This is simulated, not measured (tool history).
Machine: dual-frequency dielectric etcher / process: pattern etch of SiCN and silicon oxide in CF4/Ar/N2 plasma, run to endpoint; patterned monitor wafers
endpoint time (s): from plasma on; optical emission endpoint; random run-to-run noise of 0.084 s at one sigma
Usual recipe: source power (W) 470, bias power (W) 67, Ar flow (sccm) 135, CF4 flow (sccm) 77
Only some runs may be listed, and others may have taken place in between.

run	hour	source power (W)	bias power (W)	Ar flow (sccm)	CF4 flow (sccm)	incoming incoming film thickness, nm	endpoint time (s)
1	0.0	470	78	135	77	9.30	10.9
2	33.9	470	62	107	86	9.30	10.8
3	62.1	530	67	135	77	9.22	10.2
# hour 87.3: source power generator calibrated
4	93.3	470	67	135	77	9.31	11.1
# hour 103.5: Ar flow controller replaced
5	105.6	430	75	124	62	9.24	11.6
6	135.1	520	83	135	77	9.33	9.6
7	160.1	470	67	135	77	9.21	11.0
8	182.1	380	51	145	88	9.29	13.8
9	214.1	520	67	135	77	9.38	10.3
10	228.8	470	67	135	77	9.28	11.0
11	243.2	470	67	109	77	9.37	10.7
12	272.4	540	67	112	66	9.29	9.9
# hour 301.7: upper electrode replaced
13	302.2	470	56	135	77	9.34	11.4
14	302.5	510	50	121	64	9.28	11.2
15	314.2	470	81	135	87	9.26	10.1
16	332.5	470	67	135	77	9.25	10.7
17	368.5	360	67	102	77	9.34	12.7
18	386.0	430	67	151	68	9.23	11.9
# hour 464.3: wet clean of the chamber
19	464.8	470	67	135	66	9.19	11.5
20	465.1	470	67	135	77	9.29	11.5
21	479.9	470	67	123	85	9.28	11.2
22	503.8	470	67	135	77	9.21	11.1
23	529.1	560	67	135	90	9.19	9.5
24	541.7	510	50	121	64	9.25	11.5

Alternative continuations, all from the tool just after run 24; predict every row:
A	542.1	470	77	135	77	9.28	?
B	542.1	580	72	135	77	9.28	?
C	542.1	470	67	158	77	9.28	?
D	542.1	360	83	115	95	9.28	?

run	endpoint time (s)
A	10.8
B	9.4
C	11.5
D	12.3
Had the tool no hidden state, the same runs would have come out as:
run	endpoint time (s)
A	10.9
B	9.5
C	11.5
D	12.4

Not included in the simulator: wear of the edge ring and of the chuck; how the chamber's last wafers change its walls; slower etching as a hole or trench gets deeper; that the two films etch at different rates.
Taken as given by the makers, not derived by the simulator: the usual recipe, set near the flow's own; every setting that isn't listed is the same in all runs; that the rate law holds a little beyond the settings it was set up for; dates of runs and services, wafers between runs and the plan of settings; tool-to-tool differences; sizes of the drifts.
